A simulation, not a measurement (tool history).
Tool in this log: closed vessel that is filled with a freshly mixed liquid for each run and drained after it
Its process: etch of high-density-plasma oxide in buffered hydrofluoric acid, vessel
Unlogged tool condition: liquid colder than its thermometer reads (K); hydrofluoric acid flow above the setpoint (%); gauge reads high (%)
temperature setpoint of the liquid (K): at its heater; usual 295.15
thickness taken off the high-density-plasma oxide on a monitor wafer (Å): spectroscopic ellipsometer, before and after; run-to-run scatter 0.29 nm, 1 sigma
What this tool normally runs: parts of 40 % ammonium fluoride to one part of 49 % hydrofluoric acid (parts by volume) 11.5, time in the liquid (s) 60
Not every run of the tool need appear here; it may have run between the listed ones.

run,day,temperature setpoint of the liquid (K),parts of 40 % ammonium fluoride to one part of 49 % hydrofluoric acid (parts by volume),time in the liquid (s),wafers since the last listed run,hours since the thermometer was replaced,hours since the hydrofluoric acid flow meter was replaced,hours since the gauge calibration,"read-back film thickness of the high-density-plasma oxide reference wafer, read on the same gauge (nm)",thickness taken off the high-density-plasma oxide on a monitor wafer (Å)
1,0.000,295.15,10.0,60,0,2611.7,1866.9,117.4,39.83,655.5
2,1.417,295.15,10.0,60,4038,2645.7,1900.9,151.4,39.82,649.6
3,2.458,295.15,11.5,35,2969,2670.7,1925.9,176.4,39.78,331.6
4,3.838,295.15,11.5,35,3931,2703.8,1959.0,209.5,39.75,331.1
5,4.638,295.15,11.5,35,2280,2723.0,1978.2,228.7,39.72,329.7
6,5.879,295.15,13.5,60,3539,2752.8,2008.0,258.5,39.68,488.4
7,7.217,295.15,13.5,60,3813,2784.9,2040.1,290.6,39.59,486.7
# day 8.025: thermometer replaced
8,8.050,295.15,13.5,60,2257,0.6,2060.1,310.6,39.61,483.5
9,9.200,291.15,11.5,60,3278,28.2,2087.7,338.2,39.54,453.6
# day 9.846: hydrofluoric acid flow meter replaced
10,9.896,291.15,11.5,60,1864,44.9,1.2,354.9,39.48,450.1
11,10.950,290.65,11.5,50,3005,70.2,26.5,380.2,39.44,366.8
12,12.175,295.15,11.5,60,3492,99.6,55.9,409.6,39.38,558.6
13,13.283,295.15,11.5,70,3159,126.2,82.5,436.2,39.30,649.9
14,14.088,295.15,13.0,85,2292,145.5,101.8,455.5,39.27,708.9
# day 14.621: gauge calibrated
15,14.871,295.15,11.5,60,2233,164.3,120.6,6.0,39.98,574.0
16,16.300,299.65,11.5,60,4074,198.6,154.9,40.3,40.03,736.0
17,17.346,297.65,11.5,60,2981,223.7,180.0,65.4,39.99,660.4
18,18.675,290.15,9.5,30,3789,255.6,211.9,97.3,39.99,255.2
19,19.446,293.15,11.5,60,2197,274.1,230.4,115.8,39.98,515.1
20,20.379,295.15,11.5,60,2660,296.5,252.8,138.2,39.94,577.4
21,21.100,296.65,7.5,70,2055,313.8,270.1,155.5,39.98,1078.4

Hidden condition of the tool, last listed run before each entry between runs versus first listed run after:
Run 7 -> run 8: thermometer replaced (day 8.025)
  gauge reads high (%): -0.948 -> -1.04
  measured less the result without the state, thickness taken off the high-density-plasma oxide on a monitor wafer (Å): -4.7 -> -5.1
Run 9 -> run 10: hydrofluoric acid flow meter replaced (day 9.846)
  gauge reads high (%): -1.17 -> -1.26
  measured less the result without the state, thickness taken off the high-density-plasma oxide on a monitor wafer (Å): -5.4 -> -5.7
Run 14 -> run 15: gauge calibrated (day 14.621)
  gauge reads high (%): -1.86 -> 0.0612
  measured less the result without the state, thickness taken off the high-density-plasma oxide on a monitor wafer (Å): -13.4 -> +0.3
